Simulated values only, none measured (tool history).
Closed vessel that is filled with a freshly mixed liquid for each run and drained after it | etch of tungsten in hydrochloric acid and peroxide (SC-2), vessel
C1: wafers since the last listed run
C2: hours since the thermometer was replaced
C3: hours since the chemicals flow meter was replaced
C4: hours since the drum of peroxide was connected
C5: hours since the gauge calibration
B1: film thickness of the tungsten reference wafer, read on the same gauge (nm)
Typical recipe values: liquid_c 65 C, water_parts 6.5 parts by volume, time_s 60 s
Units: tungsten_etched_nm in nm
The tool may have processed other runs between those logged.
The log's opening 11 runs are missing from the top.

Run 12, hour 1039.5: usual settings but liquid_c 61.5 C, water_parts 4.5 parts by volume, time_s 75 s; C1 7287; C2 734.2; C3 427.4; C4 452.7; C5 175.8; B1 40. Result: tungsten_etched_nm 87.92 nm.
Run 13, hour 1097.8: usual settings but water_parts 5.5 parts by volume; C1 4240; C2 792.5; C3 485.7; C4 511; C5 234.1; B1 40. Result: tungsten_etched_nm 76.04 nm.
Run 14, hour 1176.3: usual settings; C1 5709; C2 871; C3 564.2; C4 589.5; C5 312.6; B1 39.99. Result: tungsten_etched_nm 67.26 nm.
Run 15, hour 1283.2: usual settings; C1 7774; C2 977.9; C3 671.1; C4 696.4; C5 419.5; B1 40.01. Result: tungsten_etched_nm 66.41 nm.
Run 16, hour 1364: usual settings; C1 5876; C2 1058.7; C3 751.9; C4 777.2; C5 500.3; B1 40.03. Result: tungsten_etched_nm 65.68 nm.
Run 17, hour 1454.6: usual settings but liquid_c 69 C, water_parts 4 parts by volume; C1 6589; C2 1149.3; C3 842.5; C4 867.8; C5 590.9; B1 40. Result: tungsten_etched_nm 118.17 nm.
Run 18, hour 1558.2: usual settings but liquid_c 71 C; C1 7534; C2 1252.9; C3 946.1; C4 971.4; C5 694.5; B1 40. Result: tungsten_etched_nm 93.68 nm.
Run 19, hour 1663.5: usual settings but water_parts 5 parts by volume; C1 7658; C2 1358.2; C3 1051.4; C4 1076.7; C5 799.8; B1 40.01. Result: tungsten_etched_nm 79.62 nm.
Run 20, hour 1736.9: usual settings but liquid_c 69.5 C, water_parts 5.5 parts by volume, time_s 90 s; C1 5338; C2 1431.6; C3 1124.8; C4 1150.1; C5 873.2; B1 39.99. Result: tungsten_etched_nm 144.16 nm.
At hour 1834.8: new drum of peroxide connected.
Run 21, hour 1840.7: usual settings but time_s 70 s; C1 7476; C2 1535.4; C3 1228.6; C4 5.9; C5 977; B1 39.99. Result: tungsten_etched_nm 76 nm.
Run 22, hour 1947.2: usual settings; C1 7745; C2 1641.9; C3 1335.1; C4 112.4; C5 1083.5; B1 39.99. Result: tungsten_etched_nm 64.37 nm.
Run 23, hour 2033.7: usual settings but water_parts 8.5 parts by volume, time_s 30 s; C1 6291; C2 1728.4; C3 1421.6; C4 198.9; C5 1170; B1 40. Result: tungsten_etched_nm 26 nm.
At hour 2051.6: thermometer replaced.
Run 24, hour 2092.2: usual settings but liquid_c 70.5 C, water_parts 4 parts by volume, time_s 75 s; C1 4182; C2 40.6; C3 1480.1; C4 257.4; C5 1228.5; B1 40. Result: tungsten_etched_nm 160.4 nm.
At hour 2155: chemicals flow meter replaced.
Run 25, hour 2198.6: usual settings but liquid_c 72 C, water_parts 4 parts by volume, time_s 35 s; C1 7665; C2 147; C3 43.6; C4 363.8; C5 1334.9; B1 39.98. Result: tungsten_etched_nm 84.01 nm.
Run 26, hour 2278.7: usual settings but liquid_c 60.5 C; C1 5825; C2 227.1; C3 123.7; C4 443.9; C5 1415; B1 40.01. Result: tungsten_etched_nm 51.66 nm.
Run 27, hour 2355: usual settings; C1 5549; C2 303.4; C3 200; C4 520.2; C5 1491.3; B1 39.99. Result: tungsten_etched_nm 66.33 nm.
Run 28, hour 2408.5: usual settings; C1 3891; C2 356.9; C3 253.5; C4 573.7; C5 1544.8; B1 40.01. Result: tungsten_etched_nm 65.93 nm.
Run 29, hour 2495.7: usual settings but liquid_c 59 C, water_parts 9.5 parts by volume; C1 6342; C2 444.1; C3 340.7; C4 660.9; C5 1632; B1 39.98. Result: tungsten_etched_nm 33.53 nm.
Run 30, hour 2566: usual settings but liquid_c 61 C, water_parts 5 parts by volume, time_s 70 s; C1 5112; C2 514.4; C3 411; C4 731.2; C5 1702.3; B1 39.99. Result: tungsten_etched_nm 74.66 nm.
Run 31, hour 2765.4: usual settings but time_s 85 s; C1 14502; C2 713.8; C3 610.4; C4 930.6; C5 1901.7; B1 40.02. Result: tungsten_etched_nm 91.41 nm.

Branching from run 31: 3 alternative next runs. What would each branch give?
Run A, hour 2766.1: usual settings; C1 50; C2 714.5; C3 611.1; C4 931.3; C5 1902.4; B1 ?. Result: tungsten_etched_nm ?.
Run B, hour 2766.1: usual settings but time_s 50 s; C1 50; C2 714.5; C3 611.1; C4 931.3; C5 1902.4; B1 ?. Result: tungsten_etched_nm ?.
Run C, hour 2766.1: usual settings but liquid_c 71 C, time_s 50 s; C1 50; C2 714.5; C3 611.1; C4 931.3; C5 1902.4; B1 ?. Result: tungsten_etched_nm ?.

run     B1  tungsten_etched_nm
  A  40.01               66.78
  B  40.01               55.65
  C  40.01               79.69
With no hidden state in the tool, these same runs would have given:
run  tungsten_etched_nm
  A               69.37
  B               57.81
  C               82.77
